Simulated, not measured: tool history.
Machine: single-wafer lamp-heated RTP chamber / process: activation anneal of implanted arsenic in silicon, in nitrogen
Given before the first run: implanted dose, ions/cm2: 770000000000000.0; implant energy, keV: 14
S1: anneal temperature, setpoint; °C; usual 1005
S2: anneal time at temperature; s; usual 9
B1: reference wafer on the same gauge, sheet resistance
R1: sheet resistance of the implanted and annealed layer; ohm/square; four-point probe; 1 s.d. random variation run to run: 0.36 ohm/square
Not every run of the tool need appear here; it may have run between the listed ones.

| run | hour | S1 | S2 | B1 | R1 |
|---|---|---|---|---|---|
| 1 | 0.0 | 1019 | 8 | 181.07 | 177.27 |
| 2 | 14.8 | 1019 | 8 | 180.89 | 176.72 |
| 3 | 37.5 | 1019 | 8 | 181.12 | 177.25 |
| 4 | 69.9 | 1005 | 9 | 181.20 | 180.47 |
| 5 | 104.6 | 1005 | 9 | 180.98 | 179.18 |
| 6 | 117.7 | 1005 | 9 | 181.03 | 180.11 |
| 7 | 152.2 | 1022 | 9 | 180.95 | 173.24 |
| 8 | 172.2 | 1005 | 5 | 181.09 | 187.21 |
| 9 | 197.0 | 1005 | 5 | 181.11 | 186.64 |
| 10 | 218.3 | 1005 | 5 | 180.94 | 187.10 |
| 11 | 252.8 | 1005 | 9 | 181.13 | 179.16 |
|  | 270.9 | reflector plate cleaned |
| 12 | 279.6 | 1005 | 9 | 181.03 | 182.78 |
| 13 | 314.4 | 1005 | 5 | 181.09 | 189.29 |
| 14 | 350.2 | 975 | 9 | 181.07 | 192.81 |
| 15 | 370.7 | 1005 | 13 | 180.91 | 176.88 |
| 16 | 393.9 | 1005 | 9 | 181.22 | 182.30 |
| 17 | 408.5 | 1005 | 9 | 180.96 | 181.94 |
|  | 463.6 | pyrometer window cleaned and pyrometer calibrated |
|  | 466.6 | gauge calibrated |
| 18 | 488.9 | 989 | 14 | 181.03 | 185.34 |
| 19 | 520.0 | 1005 | 9 | 181.05 | 183.81 |
| 20 | 534.2 | 993 | 9 | 181.10 | 188.19 |
| 21 | 568.0 | 1016 | 11 | 180.86 | 176.99 |
| 22 | 596.5 | 975 | 9 | 180.89 | 192.79 |
| 23 | 632.1 | 1005 | 7 | 180.97 | 185.78 |
| 24 | 651.3 | 1015 | 12 | 181.08 | 174.97 |

Below are 3 alternative next runs, each starting from the tool's condition after run 24. Predict each:
| A | 651.7 | 1005 | 9 | ? | ? |
| B | 651.7 | 985 | 11 | ? | ? |
| C | 651.7 | 1031 | 6 | ? | ? |

| run | B1 | R1 |
|---|---|---|
| A | 180.98 | 181.75 |
| B | 180.98 | 186.31 |
| C | 180.98 | 178.11 |
With the hidden condition removed and each run's random variation left untouched, the same runs would have given:
| run | R1 |
|---|---|
| A | 185.41 |
| B | 189.89 |
| C | 181.58 |
